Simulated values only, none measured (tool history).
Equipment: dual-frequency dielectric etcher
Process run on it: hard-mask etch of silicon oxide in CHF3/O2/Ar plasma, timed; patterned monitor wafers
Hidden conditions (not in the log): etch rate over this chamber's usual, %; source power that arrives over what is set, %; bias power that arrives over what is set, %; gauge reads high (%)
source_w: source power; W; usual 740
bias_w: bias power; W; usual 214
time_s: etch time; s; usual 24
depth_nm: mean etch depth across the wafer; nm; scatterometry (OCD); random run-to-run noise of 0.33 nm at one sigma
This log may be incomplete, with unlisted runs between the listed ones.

run   hour  source_w  bias_w  time_s  wafers since the last listed run  hours since the last wet clean  hours since the last source power generator calibration  hours since the last bias power generator calibration  hours since the last upper electrode change  hours since the gauge calibration  read-back reference wafer on the same gauge, depth_nm  depth_nm
  1      0       740     214      24                                 0                           266.7                                                     2210                                                 2836.1                                       5278.3                              231.5                                                   56.3      51.1
  2   17.4       740     214      24                               258                           284.1                                                   2227.4                                                 2853.5                                       5295.7                              248.9                                                   56.3      51.3
  3     29       740     214    21.5                               172                           295.7                                                     2239                                                 2865.1                                       5307.3                              260.5                                                   56.3      46.2
      60.4  -- upper electrode replaced
  4   60.9       740     214    21.5                               117                           327.6                                                   2270.9                                                   2897                                          0.5                              292.4                                                   56.3      45.7
  5   61.2       740     214      24                                 4                           327.9                                                   2271.2                                                 2897.3                                          0.8                              292.7                                                   56.3      51.1
  6   74.1       740     214      24                               191                           340.8                                                   2284.1                                                 2910.2                                         13.7                              305.6                                                   56.3        52
        89  -- gauge calibrated
  7   91.7       740     188      24                               261                           358.4                                                   2301.7                                                 2927.8                                         31.3                                2.7                                                   56.4      48.3
  8   99.3       740     188      24                               112                             366                                                   2309.3                                                 2935.4                                         38.9                               10.3                                                   56.3      47.9
     140.1  -- wet clean of the chamber
  9  140.6       740     188      24                               257                             0.5                                                   2350.6                                                 2976.7                                         80.2                               51.6                                                   56.4        46
 10  140.9       740     214      24                                 4                             0.8                                                   2350.9                                                   2977                                         80.5                               51.9                                                   56.3      50.3
 11  144.7       740     214      28                                56                             4.6                                                   2354.7                                                 2980.8                                         84.3                               55.7                                                   56.2      58.3
     160.2  -- bias power generator calibrated
 12    162       740     214      24                               197                            21.9                                                     2372                                                    1.8                                        101.6                                 73                                                   56.2      50.1
 13  177.8       800     214      24                               234                            37.7                                                   2387.8                                                   17.6                                        117.4                               88.8                                                   56.3      51.8
 14  184.7       740     214      24                               102                            44.6                                                   2394.7                                                   24.5                                        124.3                               95.7                                                   56.3      49.9
     194.1  -- source power generator calibrated
 15  199.1       740     214      24                               154                              59                                                        5                                                   38.9                                        138.7                              110.1                                                   56.4      49.7
 16  211.8       900     214      24                               188                            71.7                                                     17.7                                                   51.6                                        151.4                              122.8                                                   56.4      54.9

What does the tool deliver on the next run?
 17  224.6       600     264    28.5                               190                            84.5                                                     30.5                                                   64.4                                        164.2                              135.6                                                      ?         ?

read-back reference wafer on the same gauge, depth_nm: 56.3
depth_nm: 60.1 nm
Had the tool carried no hidden state, the very same run would have given depth_nm 59.7 nm.
